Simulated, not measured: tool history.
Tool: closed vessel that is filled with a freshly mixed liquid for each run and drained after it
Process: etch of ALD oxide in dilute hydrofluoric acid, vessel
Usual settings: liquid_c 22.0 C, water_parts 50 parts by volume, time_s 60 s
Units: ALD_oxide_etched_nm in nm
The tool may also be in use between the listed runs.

| run | hour | liquid_c | water_parts | time_s | wafers since the last listed run | hours since the thermometer was replaced | hours since the hydrofluoric acid flow meter was replaced | hours since the gauge calibration | read-back film thickness of the ALD oxide reference wafer, read on the same gauge (nm) | ALD_oxide_etched_nm |
|---|---|---|---|---|---|---|---|---|---|---|
| 1 | 0.0 | 22.0 | 50 | 60 | 0 | 1797.1 | 273.7 | 539.6 | 150.00 | 19.99 |
| 2 | 22.0 | 22.0 | 50 | 60 | 3000 | 1819.1 | 295.7 | 561.6 | 149.96 | 20.34 |
| 3 | 44.1 | 22.0 | 50 | 60 | 3014 | 1841.2 | 317.8 | 583.7 | 149.99 | 20.28 |
| 4 | 63.8 | 22.0 | 50 | 35 | 2686 | 1860.9 | 337.5 | 603.4 | 150.01 | 11.73 |
| 5 | 81.9 | 22.0 | 50 | 35 | 2468 | 1879.0 | 355.6 | 621.5 | 150.00 | 11.86 |
| 6 | 112.6 | 22.0 | 50 | 35 | 4186 | 1909.7 | 386.3 | 652.2 | 149.99 | 11.94 |
| 7 | 129.1 | 22.0 | 30 | 60 | 2250 | 1926.2 | 402.8 | 668.7 | 150.04 | 34.73 |
|  | 145.2 | thermometer replaced |
| 8 | 147.1 | 22.0 | 30 | 60 | 2318 | 1.9 | 420.8 | 686.7 | 149.97 | 39.12 |
| 9 | 171.5 | 22.0 | 50 | 75 | 3327 | 26.3 | 445.2 | 711.1 | 150.03 | 28.62 |
|  | 241.2 | hydrofluoric acid flow meter replaced |
| 10 | 247.2 | 22.0 | 50 | 75 | 10187 | 102.0 | 6.0 | 786.8 | 149.96 | 27.14 |
| 11 | 260.5 | 22.0 | 50 | 80 | 1813 | 115.3 | 19.3 | 800.1 | 150.01 | 28.72 |
|  | 267.4 | gauge calibrated |
| 12 | 281.0 | 22.0 | 65 | 60 | 2795 | 135.8 | 39.8 | 13.6 | 150.00 | 16.40 |
| 13 | 301.7 | 22.0 | 65 | 60 | 2823 | 156.5 | 60.5 | 34.3 | 149.96 | 16.24 |
| 14 | 318.4 | 22.0 | 65 | 60 | 2277 | 173.2 | 77.2 | 51.0 | 150.02 | 16.36 |
| 15 | 344.0 | 22.0 | 50 | 60 | 3491 | 198.8 | 102.8 | 76.6 | 150.01 | 21.65 |
| 16 | 364.1 | 22.0 | 50 | 70 | 2741 | 218.9 | 122.9 | 96.7 | 149.98 | 25.45 |
| 17 | 381.5 | 27.0 | 65 | 30 | 2373 | 236.3 | 140.3 | 114.1 | 149.96 | 9.99 |
| 18 | 413.3 | 19.0 | 60 | 70 | 4336 | 268.1 | 172.1 | 145.9 | 150.04 | 18.45 |
| 19 | 444.4 | 22.0 | 50 | 60 | 4241 | 299.2 | 203.2 | 177.0 | 150.01 | 21.54 |
| 20 | 473.4 | 19.5 | 55 | 60 | 3955 | 328.2 | 232.2 | 206.0 | 150.01 | 17.71 |
| 21 | 487.0 | 27.0 | 50 | 85 | 1854 | 341.8 | 245.8 | 219.6 | 150.00 | 37.89 |
| 22 | 505.4 | 20.5 | 60 | 40 | 2509 | 360.2 | 264.2 | 238.0 | 150.01 | 11.29 |
| 23 | 529.8 | 22.0 | 50 | 60 | 3327 | 384.6 | 288.6 | 262.4 | 150.00 | 22.09 |
| 24 | 551.4 | 22.0 | 55 | 60 | 2945 | 406.2 | 310.2 | 284.0 | 149.98 | 19.81 |
| 25 | 566.1 | 22.0 | 35 | 60 | 2004 | 420.9 | 324.9 | 298.7 | 149.98 | 32.03 |
| 26 | 580.1 | 22.0 | 65 | 60 | 1909 | 434.9 | 338.9 | 312.7 | 150.04 | 16.56 |

Forecast run 27:
| 27 | 605.8 | 25.5 | 40 | 35 | 3505 | 460.6 | 364.6 | 338.4 | ? | ? |

{"run 27": {"read-back film thickness of the ALD oxide reference wafer, read on the same gauge (nm)": 150.03, "ALD_oxide_etched_nm": 18.7}}
Without the tool's hidden state the same run would have given ALD_oxide_etched_nm 18.41 nm.
